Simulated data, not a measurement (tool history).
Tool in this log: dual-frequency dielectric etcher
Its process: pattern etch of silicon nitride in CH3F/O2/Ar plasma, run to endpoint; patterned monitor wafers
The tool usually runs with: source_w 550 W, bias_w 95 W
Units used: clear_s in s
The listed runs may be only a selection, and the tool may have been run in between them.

| run | hour | source_w | bias_w | wafers since the last listed run | hours since the last wet clean | hours since the last source power generator calibration | hours since the last bias power generator calibration | hours since the last upper electrode change | incoming incoming film thickness, nm | clear_s |
|---|---|---|---|---|---|---|---|---|---|---|
| 1 | 0.0 | 550 | 95 | 0 | 351.7 | 2172.6 | 1763.4 | 4523.5 | 25.13 | 30.6 |
| 2 | 9.7 | 550 | 95 | 167 | 361.4 | 2182.3 | 1773.1 | 4533.2 | 24.90 | 29.9 |
| 3 | 24.7 | 550 | 95 | 259 | 376.4 | 2197.3 | 1788.1 | 4548.2 | 25.01 | 30.4 |
| 4 | 35.7 | 630 | 95 | 190 | 387.4 | 2208.3 | 1799.1 | 4559.2 | 25.08 | 29.3 |
| 5 | 51.0 | 630 | 95 | 264 | 402.7 | 2223.6 | 1814.4 | 4574.5 | 25.28 | 29.6 |
| 6 | 58.2 | 630 | 95 | 124 | 409.9 | 2230.8 | 1821.6 | 4581.7 | 25.24 | 29.3 |
| 7 | 75.4 | 470 | 95 | 297 | 427.1 | 2248.0 | 1838.8 | 4598.9 | 25.16 | 31.1 |
|  | 83.9 | bias power generator calibrated |
| 8 | 84.4 | 470 | 95 | 86 | 436.1 | 2257.0 | 0.5 | 4607.9 | 25.02 | 30.7 |
| 9 | 93.2 | 590 | 95 | 152 | 444.9 | 2265.8 | 9.3 | 4616.7 | 25.28 | 29.8 |
|  | 120.3 | wet clean of the chamber |
| 10 | 120.8 | 590 | 95 | 62 | 0.5 | 2293.4 | 36.9 | 4644.3 | 24.96 | 30.2 |
| 11 | 121.1 | 590 | 95 | 5 | 0.8 | 2293.7 | 37.2 | 4644.6 | 25.06 | 30.4 |
| 12 | 121.4 | 620 | 81 | 5 | 1.1 | 2294.0 | 37.5 | 4644.9 | 25.31 | 33.2 |
| 13 | 136.8 | 550 | 104 | 266 | 16.5 | 2309.4 | 52.9 | 4660.3 | 24.77 | 28.9 |
|  | 150.2 | source power generator calibrated |
| 14 | 153.1 | 590 | 95 | 212 | 32.8 | 2.9 | 69.2 | 4676.6 | 25.29 | 30.6 |
| 15 | 163.6 | 650 | 108 | 181 | 43.3 | 13.4 | 79.7 | 4687.1 | 25.16 | 27.9 |
|  | 191.5 | upper electrode replaced, of another model than before |
| 16 | 192.0 | 550 | 80 | 76 | 71.7 | 41.8 | 108.1 | 0.5 | 25.25 | 35.1 |
| 17 | 192.3 | 550 | 78 | 5 | 72.0 | 42.1 | 108.4 | 0.8 | 24.96 | 35.6 |
| 18 | 201.0 | 660 | 95 | 150 | 80.7 | 50.8 | 117.1 | 9.5 | 24.83 | 29.7 |
| 19 | 208.4 | 550 | 110 | 128 | 88.1 | 58.2 | 124.5 | 16.9 | 25.32 | 28.0 |
| 20 | 226.3 | 660 | 109 | 309 | 106.0 | 76.1 | 142.4 | 34.8 | 25.02 | 27.0 |
| 21 | 235.8 | 550 | 95 | 164 | 115.5 | 85.6 | 151.9 | 44.3 | 25.15 | 30.7 |
| 22 | 245.8 | 490 | 104 | 173 | 125.5 | 95.6 | 161.9 | 54.3 | 25.31 | 29.3 |
| 23 | 263.4 | 550 | 95 | 304 | 143.1 | 113.2 | 179.5 | 71.9 | 25.13 | 30.7 |
| 24 | 269.7 | 490 | 115 | 109 | 149.4 | 119.5 | 185.8 | 78.2 | 25.39 | 27.8 |
| 25 | 277.6 | 550 | 95 | 136 | 157.3 | 127.4 | 193.7 | 86.1 | 24.99 | 30.1 |

Below are 3 alternative next runs, each starting from the tool's condition after run 25. Predict each:
| A | 278.0 | 550 | 95 | 6 | 157.7 | 127.8 | 194.1 | 86.5 | 25.08 | ? |
| B | 278.0 | 480 | 95 | 6 | 157.7 | 127.8 | 194.1 | 86.5 | 25.08 | ? |
| C | 278.0 | 480 | 110 | 6 | 157.7 | 127.8 | 194.1 | 86.5 | 25.08 | ? |

| run | clear_s |
|---|---|
| A | 30.4 |
| B | 31.0 |
| C | 28.1 |
Without the tool's hidden state the same runs would have given:
| run | clear_s |
|---|---|
| A | 31.2 |
| B | 31.8 |
| C | 28.8 |
